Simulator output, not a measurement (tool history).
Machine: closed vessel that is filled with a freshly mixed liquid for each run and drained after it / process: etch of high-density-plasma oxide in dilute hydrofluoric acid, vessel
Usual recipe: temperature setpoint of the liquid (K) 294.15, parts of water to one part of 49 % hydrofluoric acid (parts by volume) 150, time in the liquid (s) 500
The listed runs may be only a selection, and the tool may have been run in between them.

run    hour  temperature setpoint of the liquid (K)  parts of water to one part of 49 % hydrofluoric acid (parts by volume)  time in the liquid (s)  read-back film thickness of the high-density-plasma oxide reference wafer, read on the same gauge (nm)  thickness taken off the high-density-plasma oxide on a monitor wafer (nm)
  1     0.0                                  296.15                                                                     150                     560                                                                                                   81.69                                                                      16.90
  2    64.8                                  296.15                                                                     150                     560                                                                                                   81.84                                                                      16.95
  3   270.3                                  294.15                                                                     195                     500                                                                                                   82.32                                                                      10.39
      336.1  -- hydrofluoric acid flow meter replaced
  4   359.1                                  294.15                                                                     195                     500                                                                                                   82.57                                                                      10.21
  5   441.7                                  294.15                                                                     195                     725                                                                                                   82.81                                                                      14.76
  6   495.4                                  294.15                                                                     195                     725                                                                                                   82.96                                                                      15.18
  7   594.9                                  294.15                                                                     195                     725                                                                                                   83.27                                                                      15.18
  8   645.3                                  294.15                                                                     150                     500                                                                                                   83.42                                                                      14.51
  9   691.4                                  294.15                                                                     150                     500                                                                                                   83.60                                                                      14.24
      916.1  -- gauge calibrated
 10  1009.9                                  294.15                                                                     150                     500                                                                                                   80.71                                                                      13.73
 11  1086.8                                  294.15                                                                     150                     355                                                                                                   80.72                                                                       9.63
 12  1164.8                                  294.15                                                                     150                     355                                                                                                   80.78                                                                       9.70
     1243.3  -- hydrofluoric acid flow meter replaced
 13  1248.0                                  294.15                                                                     150                     500                                                                                                   80.79                                                                      13.87
 14  1325.5                                  297.65                                                                     150                     560                                                                                                   80.85                                                                      17.55
 15  1409.1                                  294.15                                                                     150                     340                                                                                                   80.93                                                                       9.39
 16  1513.1                                  292.65                                                                     205                     500                                                                                                   81.05                                                                       8.82
 17  1598.6                                  294.15                                                                     195                     725                                                                                                   81.15                                                                      14.91
 18  1705.2                                  294.15                                                                     150                     500                                                                                                   81.33                                                                      13.82
 19  1751.3                                  290.65                                                                     150                     500                                                                                                   81.38                                                                      12.00
 20  1823.0                                  298.15                                                                     175                     500                                                                                                   81.50                                                                      13.57
     1874.5  -- thermometer replaced
 21  1907.2                                  297.65                                                                     185                     625                                                                                                   81.65                                                                      15.69
 22  1986.2                                  294.15                                                                     190                     500                                                                                                   81.79                                                                      10.67
 23  2029.1                                  295.65                                                                     150                     575                                                                                                   81.92                                                                      16.99
 24  2066.5                                  294.15                                                                     215                     260                                                                                                   82.00                                                                       4.71
     2112.6  -- hydrofluoric acid flow meter replaced
 25  2170.3                                  294.15                                                                     150                     500                                                                                                   82.24                                                                      13.81
 26  2261.5                                  296.15                                                                     210                     605                                                                                                   82.49                                                                      12.38
 27  2364.3                                  290.15                                                                     150                     690                                                                                                   82.77                                                                      16.75
 28  2422.0                                  294.15                                                                      95                     500                                                                                                   82.93                                                                      23.78
 29  2519.9                                  292.65                                                                     180                     800                                                                                                   83.23                                                                      17.20
 30  2577.2                                  294.15                                                                     120                     500                                                                                                   83.42                                                                      18.21
 31  2681.4                                  294.15                                                                     150                     500                                                                                                   83.76                                                                      14.38
 32  2784.7                                  294.15                                                                     150                     500                                                                                                   84.12                                                                      14.28

For each run, what was the tool's unlogged condition?
liquid hotter than its thermometer reads (K): 0 in every run
hydrofluoric acid flow below the setpoint (%): 0 in every run
H1: gauge reads high (%)
run     H1
  1   2.12
  2   2.29
  3   2.91
  4   3.21
  5    3.5
  6    3.7
  7   4.09
  8    4.3
  9   4.49
 10  0.884
 11  0.909
 12  0.949
 13   1.01
 14   1.08
 15   1.17
 16   1.31
 17   1.45
 18   1.64
 19   1.73
 20   1.88
 21   2.08
 22   2.28
 23    2.4
 24    2.5
 25   2.81
 26    3.1
 27   3.45
 28   3.66
 29   4.04
 30   4.27
 31    4.7
 32   5.17
